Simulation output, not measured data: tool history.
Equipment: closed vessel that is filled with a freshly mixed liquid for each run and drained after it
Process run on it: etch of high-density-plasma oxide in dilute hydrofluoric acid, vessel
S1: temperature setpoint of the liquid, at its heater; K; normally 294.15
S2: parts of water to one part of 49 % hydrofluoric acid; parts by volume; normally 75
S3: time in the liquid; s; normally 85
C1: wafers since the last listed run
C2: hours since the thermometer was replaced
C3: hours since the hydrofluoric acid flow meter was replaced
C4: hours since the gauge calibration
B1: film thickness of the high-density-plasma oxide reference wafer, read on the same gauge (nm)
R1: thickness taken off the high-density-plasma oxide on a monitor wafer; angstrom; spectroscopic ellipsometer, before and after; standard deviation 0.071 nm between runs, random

run     day      S1   S2   S3     C1      C2      C3     C4     B1     R1
  1       0  294.15   60   95      0  1606.3  1275.9  545.4     60    142
  2   0.933  294.15  105   85   3136  1628.7  1298.3  567.8  59.96   68.5
  3   2.175  294.15   75   65   4172  1658.5  1328.1  597.6     60   75.5
  4     3.4  294.15   45   85   4116  1687.9  1357.5    627  60.02  174.5
  5   4.662  294.15   45   85   4242  1718.2  1387.8  657.3  59.99  174.1
  6    5.45  294.15   65   85   2646  1737.1  1406.7  676.2     60  116.7
  7   5.979  297.65   75   70   1778  1749.8  1419.4  688.9     60   94.7
  8     6.8  294.15   75   85   2758  1769.5  1439.1  708.6  59.99     99
  9   7.442  294.15   75   85   2156  1784.9  1454.5    724  60.02   99.7
 10   8.042  294.15   75  125   2016  1799.3  1468.9  738.4  59.97  146.1
 11   9.308  294.15   75   85   4256  1829.7  1499.3  768.8  60.03  101.1
      9.912  -- gauge calibrated
 12  10.683  294.15   95   85   4620  1862.7  1532.3   18.5  60.02   77.7
 13  12.008  294.15   95   85   4452  1894.5  1564.1   50.3  60.01   78.3
 14  12.992  294.15   75   85   3304  1918.1  1587.7   73.9     60  101.7
       13.4  -- thermometer replaced
 15  14.088  296.15  100   45   3542    16.5    1614  100.2  59.95   38.2
 16  14.958  296.15  100  125   2926    37.4  1634.9  121.1  59.97  106.2
 17  15.725  291.15   55  115   2576    55.8  1653.3  139.5  60.03  152.7
 18  16.483  294.15   95   35   2548      74  1671.5  157.7  60.02     29
 19  17.542  298.15   75   50   3556    99.4  1696.9  183.1  59.98   63.3
 20  18.179  291.15  110  100   2142   114.7  1712.2  198.4  60.03   62.6
     18.404  -- hydrofluoric acid flow meter replaced
 21  19.608  294.15   45   85   4662     149    28.9  232.7  60.02  159.2
 22  20.188  290.65  100   85   1946   162.9    42.8  246.6  60.04   56.7
 23  21.379  294.15  105   85   4004   191.5    71.4  275.2  60.03   63.3
 24  22.217  292.65   75  105   2814   211.6    91.5  295.3  60.03  107.8
 25    23.2  294.15   75   70   3304   235.2   115.1  318.9     60     75
 26  23.721  294.15   75   45   1750   247.7   127.6  331.4  59.98   48.8
 27  24.579  297.65   75   85   2884   268.3   148.2    352  59.99  106.6
 28  25.492  294.15   75   85   3066   290.2   170.1  373.9     60   90.8
 29  28.667  294.15   75   85  10668   366.4   246.3  450.1  60.05   92.6
 30  29.825  297.15   45   35   3892   394.2   274.1  477.9  60.04     74

For run 31, what comes out?
 31  32.783  290.15  100  55  9940  465.2  345.1  548.9   ?   ?

{"run 31": {"B1": 59.98, "R1": 37.1}}
If the tool had no hidden condition, the same run with the same run-to-run variation would have returned R1 35.8 angstrom.
